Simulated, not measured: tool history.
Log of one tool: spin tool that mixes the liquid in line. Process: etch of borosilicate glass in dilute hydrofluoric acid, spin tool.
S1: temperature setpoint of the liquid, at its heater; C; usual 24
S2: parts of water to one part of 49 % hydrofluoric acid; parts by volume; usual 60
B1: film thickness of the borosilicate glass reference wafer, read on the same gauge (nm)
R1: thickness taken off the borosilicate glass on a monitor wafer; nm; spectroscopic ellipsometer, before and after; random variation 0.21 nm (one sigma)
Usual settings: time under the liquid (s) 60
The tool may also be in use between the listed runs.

Run 1, hour 0: usual settings; B1 119.96. Result: R1 33.1 nm.
Run 2, hour 31.8: usual settings but S2 35 parts by volume; B1 120.01. Result: R1 58.05 nm.
Run 3, hour 54: usual settings; B1 120.02. Result: R1 32.6 nm.
Run 4, hour 66.4: usual settings; B1 119.98. Result: R1 33.08 nm.
Run 5, hour 166.1: usual settings but S2 70 parts by volume; B1 119.99. Result: R1 28.2 nm.
Run 6, hour 180.9: usual settings but S2 70 parts by volume; B1 120.01. Result: R1 27.67 nm.
Run 7, hour 193.6: usual settings but S2 70 parts by volume; B1 120.02. Result: R1 27.83 nm.
Run 8, hour 231.2: usual settings; B1 120. Result: R1 33.33 nm.
Run 9, hour 260.9: usual settings; B1 120.01. Result: R1 33.4 nm.
At hour 292.9: thermometer replaced.
Run 10, hour 293.7: usual settings; B1 120. Result: R1 30.01 nm.
Run 11, hour 329.2: usual settings; B1 120.02. Result: R1 30.08 nm.
Run 12, hour 353.9: usual settings; B1 119.96. Result: R1 30.08 nm.
Run 13, hour 375.7: usual settings but S1 22 C; B1 120.01. Result: R1 27.8 nm.
Run 14, hour 395.3: usual settings but S1 22 C; B1 120. Result: R1 28.24 nm.
Run 15, hour 426.7: usual settings; B1 119.99. Result: R1 30.35 nm.
Run 16, hour 458.7: usual settings; B1 120.02. Result: R1 30.26 nm.
Run 17, hour 476.9: usual settings but S1 21 C, S2 50 parts by volume, time under the liquid (s) 80; B1 120. Result: R1 43.34 nm.
Run 18, hour 508.9: usual settings but S1 22 C; B1 120. Result: R1 28.38 nm.
At hour 516.7: hydrofluoric acid flow meter replaced.
At hour 519: gauge calibrated.
Run 19, hour 531: usual settings but S1 26 C, S2 70 parts by volume, time under the liquid (s) 30; B1 120. Result: R1 13.91 nm.
Run 20, hour 551: usual settings but S1 19.5 C, S2 80 parts by volume, time under the liquid (s) 35; B1 119.99. Result: R1 10.93 nm.
Run 21, hour 568.6: usual settings but S1 28 C, time under the liquid (s) 35; B1 119.99. Result: R1 20.68 nm.
Run 22, hour 584.5: usual settings; B1 120. Result: R1 30.55 nm.
Run 23, hour 615.2: usual settings but S1 27.5 C, S2 85 parts by volume; B1 119.99. Result: R1 23.84 nm.
Run 24, hour 629.7: usual settings but S1 22 C, S2 75 parts by volume, time under the liquid (s) 45; B1 120.02. Result: R1 16.58 nm.
Run 25, hour 662.1: usual settings; B1 120. Result: R1 30.48 nm.
Run 26, hour 682.5: usual settings but S2 40 parts by volume; B1 120. Result: R1 47.36 nm.
Run 27, hour 716.2: usual settings but S1 29 C, S2 80 parts by volume; B1 120. Result: R1 27.25 nm.
Run 28, hour 733.3: usual settings but S2 80 parts by volume; B1 120. Result: R1 22.6 nm.
Run 29, hour 747.9: usual settings; B1 120.02. Result: R1 30.79 nm.
Run 30, hour 776.3: usual settings; B1 120.03. Result: R1 31.02 nm.
Run 31, hour 801.9: usual settings; B1 120. Result: R1 31.11 nm.
Run 32, hour 832.4: usual settings but S1 21.5 C, S2 35 parts by volume, time under the liquid (s) 70; B1 120. Result: R1 57.37 nm.
Run 33, hour 858.5: usual settings; B1 120. Result: R1 31.32 nm.
Run 34, hour 890: usual settings but time under the liquid (s) 70; B1 119.98. Result: R1 35.68 nm.

What the log doesn't show, run by run:
hydrofluoric acid flow above the setpoint (%): 0 in every run
gauge reads high (%): 0 in every run
H1: liquid hotter than its thermometer reads (K)
run     H1
  1   2.37
  2   2.42
  3   2.45
  4   2.47
  5   2.61
  6   2.64
  7   2.65
  8   2.71
  9   2.75
 10  0.143
 11  0.195
 12  0.232
 13  0.264
 14  0.293
 15  0.339
 16  0.386
 17  0.413
 18   0.46
 19  0.493
 20  0.522
 21  0.548
 22  0.571
 23  0.617
 24  0.638
 25  0.686
 26  0.716
 27  0.766
 28  0.791
 29  0.812
 30  0.854
 31  0.892
 32  0.937
 33  0.975
 34   1.02

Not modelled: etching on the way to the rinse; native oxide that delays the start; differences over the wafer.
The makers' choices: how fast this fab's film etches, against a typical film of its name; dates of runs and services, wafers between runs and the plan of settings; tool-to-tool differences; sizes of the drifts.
